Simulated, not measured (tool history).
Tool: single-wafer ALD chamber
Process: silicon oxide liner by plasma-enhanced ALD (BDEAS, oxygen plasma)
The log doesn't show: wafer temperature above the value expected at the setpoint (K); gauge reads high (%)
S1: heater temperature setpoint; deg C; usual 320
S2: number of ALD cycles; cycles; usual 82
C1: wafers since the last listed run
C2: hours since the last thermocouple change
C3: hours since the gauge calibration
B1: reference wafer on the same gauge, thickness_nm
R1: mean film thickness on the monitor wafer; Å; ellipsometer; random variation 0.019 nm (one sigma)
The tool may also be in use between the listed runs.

{"run": 1, "hour": 0.0, "S1": 315, "S2": 78, "C1": 0, "C2": 932.9, "C3": 1060.0, "B1": 8.794, "R1": 72.98}
{"run": 2, "hour": 87.9, "S1": 315, "S2": 78, "C1": 521, "C2": 1020.8, "C3": 1147.9, "B1": 8.798, "R1": 72.87}
{"run": 3, "hour": 131.3, "S1": 315, "S2": 78, "C1": 257, "C2": 1064.2, "C3": 1191.3, "B1": 8.791, "R1": 72.84}
{"run": 4, "hour": 197.1, "S1": 320, "S2": 85, "C1": 390, "C2": 1130.0, "C3": 1257.1, "B1": 8.791, "R1": 78.51}
{"hour": 258.5, "done": "gauge calibrated"}
{"run": 5, "hour": 262.6, "S1": 320, "S2": 85, "C1": 388, "C2": 1195.5, "C3": 4.1, "B1": 8.795, "R1": 78.47}
{"run": 6, "hour": 309.0, "S1": 320, "S2": 85, "C1": 275, "C2": 1241.9, "C3": 50.5, "B1": 8.78, "R1": 78.71}
{"run": 7, "hour": 356.2, "S1": 320, "S2": 70, "C1": 279, "C2": 1289.1, "C3": 97.7, "B1": 8.798, "R1": 64.8}
{"run": 8, "hour": 434.7, "S1": 320, "S2": 82, "C1": 465, "C2": 1367.6, "C3": 176.2, "B1": 8.792, "R1": 75.89}
{"run": 9, "hour": 480.1, "S1": 320, "S2": 82, "C1": 269, "C2": 1413.0, "C3": 221.6, "B1": 8.792, "R1": 76.02}
{"run": 10, "hour": 535.6, "S1": 320, "S2": 82, "C1": 329, "C2": 1468.5, "C3": 277.1, "B1": 8.79, "R1": 75.49}
{"run": 11, "hour": 588.8, "S1": 311, "S2": 87, "C1": 315, "C2": 1521.7, "C3": 330.3, "B1": 8.785, "R1": 81.7}
{"run": 12, "hour": 662.9, "S1": 306, "S2": 95, "C1": 439, "C2": 1595.8, "C3": 404.4, "B1": 8.792, "R1": 89.68}
{"run": 13, "hour": 701.0, "S1": 320, "S2": 82, "C1": 225, "C2": 1633.9, "C3": 442.5, "B1": 8.786, "R1": 75.8}
{"run": 14, "hour": 1017.8, "S1": 325, "S2": 82, "C1": 1878, "C2": 1950.7, "C3": 759.3, "B1": 8.79, "R1": 75.28}
{"hour": 1028.9, "done": "thermocouple changed; heater temperature recalibrated"}
{"run": 15, "hour": 1066.9, "S1": 320, "S2": 82, "C1": 243, "C2": 38.0, "C3": 808.4, "B1": 8.79, "R1": 76.35}
{"run": 16, "hour": 1124.0, "S1": 320, "S2": 69, "C1": 338, "C2": 95.1, "C3": 865.5, "B1": 8.801, "R1": 64.24}
{"run": 17, "hour": 1226.9, "S1": 320, "S2": 77, "C1": 610, "C2": 198.0, "C3": 968.4, "B1": 8.792, "R1": 71.87}
{"run": 18, "hour": 1334.2, "S1": 324, "S2": 87, "C1": 636, "C2": 305.3, "C3": 1075.7, "B1": 8.787, "R1": 80.08}
{"hour": 1363.9, "done": "gauge calibrated"}
{"run": 19, "hour": 1384.3, "S1": 320, "S2": 82, "C1": 297, "C2": 355.4, "C3": 20.4, "B1": 8.79, "R1": 76.09}
{"run": 20, "hour": 1486.9, "S1": 314, "S2": 78, "C1": 608, "C2": 458.0, "C3": 123.0, "B1": 8.784, "R1": 72.8}
{"run": 21, "hour": 1543.8, "S1": 329, "S2": 87, "C1": 337, "C2": 514.9, "C3": 179.9, "B1": 8.79, "R1": 79.32}
{"run": 22, "hour": 1705.6, "S1": 320, "S2": 97, "C1": 959, "C2": 676.7, "C3": 341.7, "B1": 8.785, "R1": 89.82}

5 ways to go on from here, each from the tool as it stands after run 22. What would each give?
{"run": "A", "hour": 1706.1, "S1": 324, "S2": 82, "C1": 2, "C2": 677.2, "C3": 342.2, "B1": "?", "R1": "?"}
{"run": "B", "hour": 1706.1, "S1": 328, "S2": 72, "C1": 2, "C2": 677.2, "C3": 342.2, "B1": "?", "R1": "?"}
{"run": "C", "hour": 1706.1, "S1": 320, "S2": 66, "C1": 2, "C2": 677.2, "C3": 342.2, "B1": "?", "R1": "?"}
{"run": "D", "hour": 1706.1, "S1": 331, "S2": 70, "C1": 2, "C2": 677.2, "C3": 342.2, "B1": "?", "R1": "?"}
{"run": "E", "hour": 1706.1, "S1": 315, "S2": 82, "C1": 2, "C2": 677.2, "C3": 342.2, "B1": "?", "R1": "?"}

run=A B1=8.799 R1=75.31
run=B B1=8.799 R1=65.69
run=C B1=8.799 R1=61.02
run=D B1=8.799 R1=63.54
run=E B1=8.799 R1=76.44
Without the tool's hidden state the same runs would have given:
run=A R1=75.88
run=B R1=66.19
run=C R1=61.48
run=D R1=64.03
run=E R1=77.01

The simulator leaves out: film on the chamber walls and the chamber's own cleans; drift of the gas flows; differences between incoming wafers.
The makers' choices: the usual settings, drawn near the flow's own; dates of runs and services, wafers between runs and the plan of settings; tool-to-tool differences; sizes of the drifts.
